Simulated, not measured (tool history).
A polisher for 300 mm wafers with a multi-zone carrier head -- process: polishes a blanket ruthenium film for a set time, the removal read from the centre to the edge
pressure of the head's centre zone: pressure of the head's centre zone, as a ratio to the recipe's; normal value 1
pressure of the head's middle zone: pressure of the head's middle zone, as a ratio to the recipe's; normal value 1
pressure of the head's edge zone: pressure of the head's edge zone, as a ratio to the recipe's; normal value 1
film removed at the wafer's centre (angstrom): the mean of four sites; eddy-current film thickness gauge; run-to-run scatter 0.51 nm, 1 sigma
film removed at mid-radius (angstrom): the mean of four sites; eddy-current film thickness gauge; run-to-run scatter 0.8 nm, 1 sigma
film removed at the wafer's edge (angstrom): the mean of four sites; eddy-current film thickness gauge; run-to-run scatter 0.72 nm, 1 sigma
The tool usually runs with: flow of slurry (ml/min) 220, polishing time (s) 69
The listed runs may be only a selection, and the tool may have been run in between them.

| run | hour | flow of slurry (ml/min) | pressure of the head's centre zone | pressure of the head's middle zone | pressure of the head's edge zone | polishing time (s) | wafers since the last listed run | wafers polished on this pad | hours since the slurry nozzle was cleaned | hours since the centre zone pressure was calibrated | hours since the edge zone pressure was calibrated | hours since the carrier head's membrane was replaced | incoming thickness of the incoming film, nm | film removed at the wafer's centre (angstrom) | film removed at mid-radius (angstrom) | film removed at the wafer's edge (angstrom) |
|---|---|---|---|---|---|---|---|---|---|---|---|---|---|---|---|---|
| 1 | 0 | 220 | 1 | 1 | 1 | 69 | 0 | 299 | 394 | 944.7 | 460.3 | 1115.4 | 280.4 | 577 | 591 | 602 |
| 2 | 7.9 | 220 | 1 | 1 | 1 | 69 | 97 | 397 | 401.9 | 952.6 | 468.2 | 1123.3 | 276.5 | 577 | 589 | 586 |
| 3 | 19.4 | 220 | 1 | 1 | 1 | 69 | 142 | 540 | 413.4 | 964.1 | 479.7 | 1134.8 | 281.5 | 574 | 567 | 599 |
| 4 | 29.5 | 240 | 1 | 1 | 1 | 69 | 125 | 665 | 423.5 | 974.2 | 489.8 | 1144.9 | 279.4 | 583 | 588 | 593 |
| 5 | 44.7 | 240 | 1 | 1 | 1 | 69 | 188 | 854 | 438.7 | 989.4 | 505 | 1160.1 | 282.3 | 568 | 575 | 597 |
| 6 | 59.5 | 240 | 1 | 1 | 1 | 69 | 183 | 1037 | 453.5 | 1004.2 | 519.8 | 1174.9 | 277.7 | 567 | 571 | 585 |
| 7 | 69.1 | 220 | 1 | 0.96 | 1 | 69 | 119 | 1157 | 463.1 | 1013.8 | 529.4 | 1184.5 | 278.6 | 553 | 547 | 583 |
|  | 79.3 | worn pad replaced by a new one |
|  | 81 | edge zone pressure recalibrated |
| 8 | 81.5 | 220 | 1 | 0.96 | 1 | 69 | 83 | 5 | 475.5 | 1026.2 | 0.5 | 1196.9 | 278.8 | 597 | 590 | 622 |
|  | 94.8 | carrier head's membrane replaced by a new one |
| 9 | 95.3 | 220 | 0.89 | 1 | 1 | 69 | 109 | 115 | 489.3 | 1040 | 14.3 | 0.5 | 283.6 | 519 | 581 | 613 |
|  | 100.3 | slurry nozzle cleaned |
| 10 | 100.8 | 220 | 1 | 0.92 | 1 | 69 | 55 | 170 | 0.5 | 1045.5 | 19.8 | 6 | 277.6 | 656 | 617 | 653 |
|  | 103.1 | centre zone pressure recalibrated |
| 11 | 112.8 | 220 | 1.09 | 1.12 | 1 | 69 | 124 | 295 | 12.5 | 9.7 | 31.8 | 18 | 279.9 | 699 | 691 | 639 |
| 12 | 128.8 | 160 | 0.91 | 1 | 1 | 69 | 198 | 493 | 28.5 | 25.7 | 47.8 | 34 | 276.4 | 536 | 599 | 601 |
| 13 | 145.1 | 220 | 1 | 1 | 1 | 69 | 202 | 695 | 44.8 | 42 | 64.1 | 50.3 | 278.7 | 619 | 621 | 624 |
| 14 | 154.3 | 220 | 1 | 1 | 1 | 69 | 114 | 809 | 54 | 51.2 | 73.3 | 59.5 | 274 | 621 | 620 | 619 |
| 15 | 160.8 | 220 | 1 | 1 | 1 | 69 | 80 | 890 | 60.5 | 57.7 | 79.8 | 66 | 280.6 | 616 | 623 | 608 |
|  | 166.7 | worn pad replaced by a new one |
| 16 | 173.8 | 285 | 1 | 1.08 | 1 | 58 | 111 | 88 | 73.5 | 70.7 | 92.8 | 79 | 278 | 565 | 587 | 560 |
| 17 | 186.9 | 220 | 1 | 1 | 1.07 | 69 | 162 | 250 | 86.6 | 83.8 | 105.9 | 92.1 | 279.1 | 632 | 633 | 653 |

Entry by entry between the runs, the difference in hidden state between the last listed run before and the first listed run after:
Run 7 -> run 8: worn pad replaced by a new one (hour 79.3); edge zone pressure recalibrated (hour 81)
  removal rate lost through wear of the pad, %: 7.07 -> 0.639; slurry flow missing at the pad, %: 41.7 -> 41.9
  measured minus no-state result, film removed at the wafer's centre (angstrom): -121 -> -84; film removed at mid-radius (angstrom): -110 -> -74; film removed at the wafer's edge (angstrom): -96 -> -56
Run 8 -> run 9: carrier head's membrane replaced by a new one (hour 94.8)
  removal rate lost through wear of the pad, %: 0.639 -> 2.83; slurry flow missing at the pad, %: 41.9 -> 42.2
  measured minus no-state result, film removed at the wafer's centre (angstrom): -84 -> -88; film removed at mid-radius (angstrom): -74 -> -88; film removed at the wafer's edge (angstrom): -56 -> -71
Run 9 -> run 10: slurry nozzle cleaned (hour 100.3)
  removal rate lost through wear of the pad, %: 2.83 -> 3.47; slurry flow missing at the pad, %: 42.2 -> 2.59
  measured minus no-state result, film removed at the wafer's centre (angstrom): -88 -> -26; film removed at mid-radius (angstrom): -88 -> -24; film removed at the wafer's edge (angstrom): -71 -> -25
Run 10 -> run 11: centre zone pressure recalibrated (hour 103.1)
  removal rate lost through wear of the pad, %: 3.47 -> 4.51; slurry flow missing at the pad, %: 2.59 -> 5.13
  measured minus no-state result, film removed at the wafer's centre (angstrom): -26 -> -40; film removed at mid-radius (angstrom): -24 -> -39; film removed at the wafer's edge (angstrom): -25 -> -34
Run 15 -> run 16: worn pad replaced by a new one (hour 166.7)
  removal rate lost through wear of the pad, %: 6.24 -> 1.8; slurry flow missing at the pad, %: 13.9 -> 15.9
  measured minus no-state result, film removed at the wafer's centre (angstrom): -59 -> -24; film removed at mid-radius (angstrom): -58 -> -23; film removed at the wafer's edge (angstrom): -52 -> -19
